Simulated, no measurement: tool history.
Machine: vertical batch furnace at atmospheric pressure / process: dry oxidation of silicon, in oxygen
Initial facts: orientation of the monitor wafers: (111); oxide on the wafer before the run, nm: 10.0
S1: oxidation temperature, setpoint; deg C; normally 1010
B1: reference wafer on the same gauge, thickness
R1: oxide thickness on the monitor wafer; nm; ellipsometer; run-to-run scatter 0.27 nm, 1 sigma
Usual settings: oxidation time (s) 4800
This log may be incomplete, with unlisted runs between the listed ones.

{"run": 1, "hour": 0.0, "S1": 1010, "oxidation time (s)": 4800, "B1": 99.61, "R1": 86.33}
{"run": 2, "hour": 101.1, "S1": 1010, "oxidation time (s)": 4800, "B1": 99.61, "R1": 86.57}
{"run": 3, "hour": 208.5, "S1": 1010, "oxidation time (s)": 4800, "B1": 99.63, "R1": 86.97}
{"run": 4, "hour": 438.1, "S1": 1010, "oxidation time (s)": 4800, "B1": 99.62, "R1": 87.09}
{"run": 5, "hour": 514.9, "S1": 1010, "oxidation time (s)": 4800, "B1": 99.74, "R1": 86.54}
{"run": 6, "hour": 613.6, "S1": 1010, "oxidation time (s)": 4800, "B1": 99.66, "R1": 87.06}
{"hour": 714.1, "done": "thermocouples replaced and temperature profile calibrated"}
{"run": 7, "hour": 721.4, "S1": 1010, "oxidation time (s)": 4800, "B1": 99.66, "R1": 84.16}
{"run": 8, "hour": 813.4, "S1": 1010, "oxidation time (s)": 4800, "B1": 99.82, "R1": 84.25}
{"hour": 887.0, "done": "boat lift adjusted"}
{"run": 9, "hour": 887.5, "S1": 1026, "oxidation time (s)": 5940, "B1": 99.88, "R1": 106.43}
{"run": 10, "hour": 912.9, "S1": 1029, "oxidation time (s)": 6840, "B1": 99.67, "R1": 117.9}
{"hour": 984.9, "done": "gauge calibrated"}
{"run": 11, "hour": 1010.2, "S1": 1028, "oxidation time (s)": 3180, "B1": 99.75, "R1": 73.2}
{"run": 12, "hour": 1124.1, "S1": 1010, "oxidation time (s)": 6360, "B1": 99.64, "R1": 100.54}
{"run": 13, "hour": 1217.8, "S1": 993, "oxidation time (s)": 4800, "B1": 99.73, "R1": 74.74}
{"run": 14, "hour": 1318.5, "S1": 986, "oxidation time (s)": 5940, "B1": 99.69, "R1": 81.79}
{"run": 15, "hour": 1398.2, "S1": 1010, "oxidation time (s)": 4800, "B1": 99.83, "R1": 84.1}

Branching from run 15: 3 alternative next runs. What would each branch give?
{"run": "A", "hour": 1402.8, "S1": 1010, "oxidation time (s)": 4800, "B1": "?", "R1": "?"}
{"run": "B", "hour": 1402.8, "S1": 997, "oxidation time (s)": 2700, "B1": "?", "R1": "?"}
{"run": "C", "hour": 1402.8, "S1": 995, "oxidation time (s)": 2610, "B1": "?", "R1": "?"}

run=A B1=99.71 R1=84.3
run=B B1=99.71 R1=53.64
run=C B1=99.71 R1=51.79
The same runs, with their run-to-run variation unchanged, on a tool lacking any hidden condition would have given:
run=A R1=83.59
run=B R1=53.18
run=C R1=51.35
